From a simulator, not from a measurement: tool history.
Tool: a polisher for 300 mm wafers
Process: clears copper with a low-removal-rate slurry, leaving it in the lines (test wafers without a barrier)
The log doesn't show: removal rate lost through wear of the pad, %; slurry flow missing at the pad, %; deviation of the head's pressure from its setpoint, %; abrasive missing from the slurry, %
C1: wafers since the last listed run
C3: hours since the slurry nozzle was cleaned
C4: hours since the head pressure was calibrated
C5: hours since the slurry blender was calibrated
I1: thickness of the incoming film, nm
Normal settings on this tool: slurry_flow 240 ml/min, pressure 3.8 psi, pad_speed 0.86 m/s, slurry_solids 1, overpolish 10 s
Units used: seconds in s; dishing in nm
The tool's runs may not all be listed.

run 1 hour=0 | slurry_flow=240 pressure=3.8 pad_speed=0.86 slurry_solids=1 overpolish=10 | C1=0 wafers_polished_on_this_pad=368 C3=453.7 C4=791.4 C5=163.7 | I1=453.1 | seconds=116.4 dishing=25.5
run 2 hour=11.7 | slurry_flow=240 pressure=3.8 pad_speed=0.86 slurry_solids=1 overpolish=10 | C1=50 wafers_polished_on_this_pad=419 C3=465.4 C4=803.1 C5=175.4 | I1=460.1 | seconds=120.7 dishing=25.8
run 3 hour=23.8 | slurry_flow=190 pressure=3.8 pad_speed=0.86 slurry_solids=1 overpolish=10 | C1=52 wafers_polished_on_this_pad=471 C3=477.5 C4=815.2 C5=187.5 | I1=460.3 | seconds=121 dishing=24.9
run 4 hour=37.5 | slurry_flow=190 pressure=3.8 pad_speed=0.86 slurry_solids=1 overpolish=10 | C1=59 wafers_polished_on_this_pad=530 C3=491.2 C4=828.9 C5=201.2 | I1=458.4 | seconds=124.3 dishing=24.6
run 5 hour=51.4 | slurry_flow=240 pressure=3.8 pad_speed=0.86 slurry_solids=1 overpolish=10 | C1=60 wafers_polished_on_this_pad=590 C3=505.1 C4=842.8 C5=215.1 | I1=456 | seconds=122 dishing=25.2
run 6 hour=58.6 | slurry_flow=240 pressure=3.8 pad_speed=0.86 slurry_solids=1 overpolish=10 | C1=31 wafers_polished_on_this_pad=621 C3=512.3 C4=850 C5=222.3 | I1=463.2 | seconds=128.8 dishing=25.2
-- hour=69.5 slurry nozzle cleaned
run 7 hour=78.3 | slurry_flow=240 pressure=3.8 pad_speed=0.86 slurry_solids=1 overpolish=10 | C1=80 wafers_polished_on_this_pad=702 C3=8.8 C4=869.7 C5=242 | I1=461.3 | seconds=122.3 dishing=25.8
run 8 hour=84.6 | slurry_flow=240 pressure=3.8 pad_speed=0.86 slurry_solids=0.9 overpolish=10 | C1=27 wafers_polished_on_this_pad=729 C3=15.1 C4=876 C5=248.3 | I1=463.1 | seconds=127.2 dishing=24.8
run 9 hour=98.4 | slurry_flow=240 pressure=3.8 pad_speed=0.58 slurry_solids=0.75 overpolish=10 | C1=59 wafers_polished_on_this_pad=789 C3=28.9 C4=889.8 C5=262.1 | I1=459.2 | seconds=195.2 dishing=16.6
run 10 hour=104.9 | slurry_flow=240 pressure=3.8 pad_speed=0.86 slurry_solids=1 overpolish=10 | C1=28 wafers_polished_on_this_pad=817 C3=35.4 C4=896.3 C5=268.6 | I1=459.8 | seconds=127.3 dishing=25.3
run 11 hour=119.6 | slurry_flow=240 pressure=3.8 pad_speed=0.86 slurry_solids=1 overpolish=12 | C1=63 wafers_polished_on_this_pad=881 C3=50.1 C4=911 C5=283.3 | I1=453.8 | seconds=126.7 dishing=29.2
-- hour=128.6 head pressure recalibrated
-- hour=137.3 slurry blender recalibrated
run 12 hour=137.8 | slurry_flow=240 pressure=2.8 pad_speed=1.06 slurry_solids=1 overpolish=5 | C1=61 wafers_polished_on_this_pad=942 C3=68.3 C4=9.2 C5=0.5 | I1=459.1 | seconds=124.1 dishing=13.4
run 13 hour=150.9 | slurry_flow=175 pressure=5 pad_speed=0.86 slurry_solids=1 overpolish=14 | C1=56 wafers_polished_on_this_pad=999 C3=81.4 C4=22.3 C5=13.6 | I1=453 | seconds=110.1 dishing=37.6
-- hour=160.3 worn pad replaced by a new one
run 14 hour=165.9 | slurry_flow=240 pressure=3.8 pad_speed=0.86 slurry_solids=1 overpolish=10 | C1=47 wafers_polished_on_this_pad=24 C3=96.4 C4=37.3 C5=28.6 | I1=459.7 | seconds=118.8 dishing=27
run 15 hour=177.8 | slurry_flow=240 pressure=3.8 pad_speed=0.98 slurry_solids=1 overpolish=10 | C1=51 wafers_polished_on_this_pad=75 C3=108.3 C4=49.2 C5=40.5 | I1=452.7 | seconds=102.1 dishing=29.2
run 16 hour=191.1 | slurry_flow=240 pressure=3.8 pad_speed=0.74 slurry_solids=1 overpolish=10 | C1=57 wafers_polished_on_this_pad=133 C3=121.6 C4=62.5 C5=53.8 | I1=451 | seconds=139 dishing=23.7
run 17 hour=206.7 | slurry_flow=190 pressure=3.8 pad_speed=1.02 slurry_solids=1 overpolish=10 | C1=67 wafers_polished_on_this_pad=200 C3=137.2 C4=78.1 C5=69.4 | I1=461 | seconds=105.8 dishing=29.8

How would selected steps in seconds from run to run divide? Give the signed amount a tool lacking its hidden state would still show from settings, what came in and random variation, and the signed amount left for the hidden state, including any gauge scatter that is not in both of the compared results.
Run 8 -> 9: pad_speed 0.86 -> 0.58, slurry_solids 0.9 -> 0.75. seconds +68 s: hidden state +5.8, all else +62.2.
Run 13 -> 14: slurry_flow 175 -> 240, pressure 5 -> 3.8, overpolish 14 -> 10, worn pad replaced by a new one. seconds +8.7 s: hidden state -10.3, all else +19.

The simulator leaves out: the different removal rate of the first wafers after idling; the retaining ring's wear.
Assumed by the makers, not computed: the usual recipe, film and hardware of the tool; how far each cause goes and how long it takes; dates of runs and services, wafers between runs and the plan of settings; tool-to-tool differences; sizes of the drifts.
